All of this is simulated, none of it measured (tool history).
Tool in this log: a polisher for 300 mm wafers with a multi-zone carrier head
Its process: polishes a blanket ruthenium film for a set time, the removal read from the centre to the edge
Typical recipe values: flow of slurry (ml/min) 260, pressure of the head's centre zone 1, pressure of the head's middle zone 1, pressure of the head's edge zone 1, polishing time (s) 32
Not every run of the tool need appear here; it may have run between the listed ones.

run    hour  flow of slurry (ml/min)  pressure of the head's centre zone  pressure of the head's middle zone  pressure of the head's edge zone  polishing time (s)  wafers since the last listed run  wafers polished on this pad  hours since the slurry nozzle was cleaned  hours since the centre zone pressure was calibrated  hours since the edge zone pressure was calibrated  hours since the carrier head's membrane was replaced  incoming thickness of the incoming film, nm  film removed at the wafer's centre (angstrom)  film removed at mid-radius (angstrom)  film removed at the wafer's edge (angstrom)
  1       0                      260                                   1                                   1                              1.04                  32                                 0                         1866                                      585.3                                                153.4                                              118.9                                                  17.2                                        581.4                                            279                                    282                                          295
       30.9  -- worn pad replaced by a new one
  2    64.4                      260                                   1                                   1                                 1                  32                               723                          400                                      649.7                                                217.8                                              183.3                                                  81.6                                        577.3                                            276                                    277                                          290
       77.5  -- slurry nozzle cleaned
  3   125.6                      260                                   1                                1.09                                 1                  32                               720                         1121                                       48.1                                                  279                                              244.5                                                 142.8                                        579.7                                            270                                    297                                          290
  4   190.6                      260                                   1                                1.09                                 1                  32                               778                         1900                                      113.1                                                  344                                              309.5                                                 207.8                                        571.7                                            263                                    300                                          285
        219  -- centre zone pressure recalibrated
  5   221.5                      295                                   1                                   1                                 1                  32                               346                         2246                                        144                                                  2.5                                              340.4                                                 238.7                                        580.8                                            294                                    281                                          292
      232.5  -- worn pad replaced by a new one
  6   278.7                      295                                   1                                   1                                 1                  32                               637                          553                                      201.2                                                 59.7                                              397.6                                                 295.9                                        578.6                                            291                                    283                                          291
  7   309.7                      260                                   1                                   1                                 1                  32                               371                          924                                      232.2                                                 90.7                                              428.6                                                 326.9                                        579.4                                            290                                    281                                          290
  8   376.3                      260                                   1                                   1                                 1                  32                               797                         1722                                      298.8                                                157.3                                              495.2                                                 393.5                                        571.3                                            282                                    279                                          290
      438.7  -- worn pad replaced by a new one
  9     440                      260                                   1                                   1                                 1                  32                               714                           15                                      362.5                                                  221                                              558.9                                                 457.2                                        573.8                                            274                                    281                                          289
 10   494.3                      260                                   1                                   1                                 1                  32                               650                          665                                      416.8                                                275.3                                              613.2                                                 511.5                                        580.4                                            273                                    278                                          289
      507.9  -- centre zone pressure recalibrated
 11   542.7                      260                                   1                                   1                                 1                  32                               555                         1221                                      465.2                                                 34.8                                              661.6                                                 559.9                                        576.7                                            290                                    273                                          291
 12   606.1                      260                                   1                                   1                                 1                  32                               759                         1980                                      528.6                                                 98.2                                                725                                                 623.3                                        573.8                                            279                                    279                                          286
      626.9  -- worn pad replaced by a new one
 13   655.4                      295                                   1                                   1                                 1                  32                               542                          341                                      577.9                                                147.5                                              774.3                                                 672.6                                        572.8                                            284                                    285                                          290
      694.7  -- slurry nozzle cleaned
      701.2  -- edge zone pressure recalibrated
 14   708.4                      260                                0.91                                1.12                              1.08                  39                               598                          940                                       13.7                                                200.5                                                7.2                                                 725.6                                        569.1                                            302                                    378                                          366
      776.5  -- carrier head's membrane replaced by a new one
 15   777.4                      260                                   1                                 1.1                                 1                  24                               766                         1706                                       82.7                                                269.5                                               76.2                                                   0.9                                        571.9                                            205                                    226                                          216
 16   847.7                      260                                1.03                                   1                              1.07                  32                               841                         2548                                        153                                                339.8                                              146.5                                                  71.2                                          581                                            271                                    277                                          296
      854.5  -- centre zone pressure recalibrated
      869.4  -- worn pad replaced by a new one
 17   917.5                      260                                   1                                   1                                 1                  32                               764                          576                                      222.8                                                   63                                              216.3                                                   141                                        584.3                                            276                                    274                                          289
 18   988.3                      260                                   1                                 1.1                                 1                  32                               847                         1424                                      293.6                                                133.8                                              287.1                                                 211.8                                        583.7                                            282                                    299                                          286
 19  1041.8                      260                                   1                                1.09                              0.92                  37                               640                         2064                                      347.1                                                187.3                                              340.6                                                 265.3                                        581.5                                            316                                    348                                          320
     1059.5  -- worn pad replaced by a new one
 20  1094.4                      195                                   1                                 0.9                              0.95                  28                               582                          417                                      399.7                                                239.9                                              393.2                                                 317.9                                        569.4                                            225                                    214                                          239

The logged runs with the hidden state left out (each run's random variation unchanged):
Hidden state present: removal rate lost through wear of the pad, %; slurry flow missing at the pad, %; deviation of the centre zone's pressure from its setpoint, %; deviation of the edge zone's pressure from its setpoint, %.
run  film removed at the wafer's centre (angstrom)
  1                                            284
  2                                            286
  3                                            285
  4                                            285
  5                                            293
  6                                            291
  7                                            291
  8                                            286
  9                                            282
 10                                            285
 11                                            291
 12                                            281
 13                                            288
 14                                            311
 15                                            215
 16                                            292
 17                                            280
 18                                            289
 19                                            328
 20                                            237
For film removed at mid-radius (angstrom), the value without the hidden state is never more than 1 from the measured value.
film removed at the wafer's edge (angstrom): as measured in every run.

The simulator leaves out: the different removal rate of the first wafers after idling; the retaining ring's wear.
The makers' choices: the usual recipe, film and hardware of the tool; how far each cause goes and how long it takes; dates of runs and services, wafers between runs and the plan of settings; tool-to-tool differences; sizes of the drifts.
